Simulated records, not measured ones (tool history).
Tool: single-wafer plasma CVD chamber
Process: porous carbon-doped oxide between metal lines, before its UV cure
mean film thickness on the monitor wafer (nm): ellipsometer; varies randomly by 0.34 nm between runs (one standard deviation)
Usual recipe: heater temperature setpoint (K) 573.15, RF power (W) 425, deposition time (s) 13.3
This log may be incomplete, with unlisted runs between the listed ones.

run   hour  heater temperature setpoint (K)  RF power (W)  deposition time (s)  wafers since the last listed run  hours since the last thermocouple change  hours since the last RF generator calibration  hours since the showerhead was replaced  hours since the gauge calibration  read-back reference wafer on the same gauge, thickness_nm  mean film thickness on the monitor wafer (nm)
  1    0.0                           573.15           425                 13.3                                 0                                     772.5                                         1496.0                                   5118.9                              190.9                                                     75.144                                         69.526
  2   55.3                           573.15           425                 13.3                              2759                                     827.8                                         1551.3                                   5174.2                              246.2                                                     75.239                                         69.621
  3  123.8                           573.15           425                 13.3                              3418                                     896.3                                         1619.8                                   5242.7                              314.7                                                     75.172                                         69.398
  4  154.4                           567.15           425                 13.3                              1527                                     926.9                                         1650.4                                   5273.3                              345.3                                                     74.975                                         71.884
  5  221.3                           567.15           425                 13.3                              3338                                     993.8                                         1717.3                                   5340.2                              412.2                                                     75.250                                         72.173
  6  246.4                           573.15           460                 13.3                              1252                                    1018.9                                         1742.4                                   5365.3                              437.3                                                     74.981                                         73.145
     270.2  -- RF generator calibrated
  7  293.8                           565.15           425                 13.3                              1966                                    1066.3                                           23.6                                   5412.7                              484.7                                                     75.088                                         74.264
     306.3  -- showerhead replaced
  8  357.2                           573.15           375                 13.3                              2764                                    1129.7                                           87.0                                     50.9                              548.1                                                     75.178                                         65.579
  9  395.0                           573.15           375                 13.3                              1886                                    1167.5                                          124.8                                     88.7                              585.9                                                     75.070                                         65.447
 10  424.5                           573.15           425                 13.3                              1472                                    1197.0                                          154.3                                    118.2                              615.4                                                     74.863                                         69.959
     447.1  -- thermocouple changed; heater temperature recalibrated
 11  464.2                           560.15           425                 13.3                              1581                                      17.1                                          194.0                                    157.9                              655.1                                                     75.197                                         73.264
     507.7  -- gauge calibrated
 12  518.4                           563.15           450                 11.9                              2704                                      71.3                                          248.2                                    212.1                               10.7                                                     75.203                                         67.582
 13  577.9                           579.15           425                 15.0                              2969                                     130.8                                          307.7                                    271.6                               70.2                                                     75.036                                         73.074
 14  637.6                           573.15           425                 13.3                              2979                                     190.5                                          367.4                                    331.3                              129.9                                                     74.921                                         67.686
 15  670.0                           581.15           425                 14.0                              1616                                     222.9                                          399.8                                    363.7                              162.3                                                     75.028                                         68.201
 16  703.1                           573.15           360                 13.3                              1651                                     256.0                                          432.9                                    396.8                              195.4                                                     75.064                                         61.996
 17  772.1                           585.15           390                 14.2                              3443                                     325.0                                          501.9                                    465.8                              264.4                                                     75.144                                         64.271
 18  804.8                           585.15           425                 13.3                              1631                                     357.7                                          534.6                                    498.5                              297.1                                                     75.219                                         63.395

Here are 4 independent what-if runs from the current tool condition. What would each one return?
  A  805.2                           573.15           400                 13.3                                19                                     358.1                                          535.0                                    498.9                              297.5                                                          ?                                              ?
  B  805.2                           573.15           425                 12.1                                19                                     358.1                                          535.0                                    498.9                              297.5                                                          ?                                              ?
  C  805.2                           573.15           470                 12.4                                19                                     358.1                                          535.0                                    498.9                              297.5                                                          ?                                              ?
  D  805.2                           588.15           425                 14.1                                19                                     358.1                                          535.0                                    498.9                              297.5                                                          ?                                              ?

run  read-back reference wafer on the same gauge, thickness_nm  mean film thickness on the monitor wafer (nm)
  A                                                     75.164                                         65.885
  B                                                     75.164                                         62.270
  C                                                     75.164                                         67.577
  D                                                     75.164                                         65.776
The same runs, with their run-to-run variation unchanged, on a tool lacking any hidden condition would have given:
run  mean film thickness on the monitor wafer (nm)
  A                                         65.607
  B                                         62.007
  C                                         67.291
  D                                         65.527

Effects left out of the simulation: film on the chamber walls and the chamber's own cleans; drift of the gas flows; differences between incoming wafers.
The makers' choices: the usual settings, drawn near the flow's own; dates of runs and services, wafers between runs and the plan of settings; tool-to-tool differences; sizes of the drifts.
